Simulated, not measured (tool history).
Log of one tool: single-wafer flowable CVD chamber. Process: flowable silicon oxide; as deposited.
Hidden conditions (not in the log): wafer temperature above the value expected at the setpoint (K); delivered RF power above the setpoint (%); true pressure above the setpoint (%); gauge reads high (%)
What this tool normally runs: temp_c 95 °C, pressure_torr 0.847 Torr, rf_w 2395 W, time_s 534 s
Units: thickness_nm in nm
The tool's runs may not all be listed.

run    hour  temp_c  pressure_torr  rf_w  time_s  wafers since the last listed run  hours since the last thermocouple change  hours since the last RF generator calibration  hours since the last manometer calibration  hours since the showerhead was replaced  hours since the gauge calibration  read-back reference wafer on the same gauge, thickness_nm  thickness_nm
  1       0      95          0.984  2395     534                                 0                                     997.8                                            341                                      1848.3                                   2712.7                             2322.4                                                    365.151       459.776
       26.3  -- showerhead replaced
  2   106.9      95          0.984  2395     534                               418                                    1104.7                                          447.9                                      1955.2                                     80.6                             2429.3                                                    364.917       457.993
  3   175.6      95          0.847  2395     534                               290                                    1173.4                                          516.6                                      2023.9                                    149.3                               2498                                                    364.941       396.967
  4   251.6      95          0.847  2395     534                               321                                    1249.4                                          592.6                                      2099.9                                    225.3                               2574                                                     365.12       396.081
  5   343.9      95          0.847  2395     534                               390                                    1341.7                                          684.9                                      2192.2                                    317.6                             2666.3                                                    365.125       395.849
  6   450.8     107          0.658  2395     534                               451                                    1448.6                                          791.8                                      2299.1                                    424.5                             2773.2                                                    365.025       195.859
  7     498     104          0.847  2590     534                               199                                    1495.8                                            839                                      2346.3                                    471.7                             2820.4                                                    365.022       282.647
      551.4  -- thermocouple changed; heater temperature recalibrated
  8   601.5      95          0.847  2395     534                               403                                      50.1                                          942.5                                      2449.8                                    575.2                             2923.9                                                    365.006       413.665
  9   683.3      95          0.847  2040     604                               345                                     131.9                                         1024.3                                      2531.6                                      657                             3005.7                                                    364.835       458.703
 10   725.9      84          0.847  1940     534                               180                                     174.5                                         1066.9                                      2574.2                                    699.6                             3048.3                                                    365.311       593.344
 11   827.8      95          0.847  2395     465                               430                                     276.4                                         1168.8                                      2676.1                                    801.5                             3150.2                                                    365.126       358.072
 12   890.9      95          1.036  2760     633                               266                                     339.5                                         1231.9                                      2739.2                                    864.6                             3213.3                                                    364.868       603.274
 13     956      95          0.847  2395     534                               275                                     404.6                                           1297                                      2804.3                                    929.7                             3278.4                                                    364.834       412.719
 14  1002.7     102          0.847  2395     534                               197                                     451.3                                         1343.7                                        2851                                    976.4                             3325.1                                                    365.125       315.951
     1016.3  -- thermocouple changed; heater temperature recalibrated, repeated, since the last time left the tool worse
     1032.8  -- capacitance manometer re-zeroed and calibrated
     1061.7  -- gauge calibrated
     1101.5  -- RF generator calibrated
 15  1108.5     107          0.847  2395     475                               345                                      92.2                                              7                                        75.7                                   1082.2                               46.8                                                    365.182       226.102
 16  1191.4      99          0.929  2640     577                               350                                     175.1                                           89.9                                       158.6                                   1165.1                              129.7                                                     365.11       410.858

Run 17 has not been measured yet. What should we expect?
 17  1255.3      95          0.847  2395     534                               270                                       239                                          153.8                                       222.5                                     1229                              193.6                                                          ?             ?

{"run 17": {"read-back reference wafer on the same gauge, thickness_nm": 364.942, "thickness_nm": 400.287}}
On a tool with no hidden condition, and with the same random variation, this run would have come out at thickness_nm 400.456 nm.

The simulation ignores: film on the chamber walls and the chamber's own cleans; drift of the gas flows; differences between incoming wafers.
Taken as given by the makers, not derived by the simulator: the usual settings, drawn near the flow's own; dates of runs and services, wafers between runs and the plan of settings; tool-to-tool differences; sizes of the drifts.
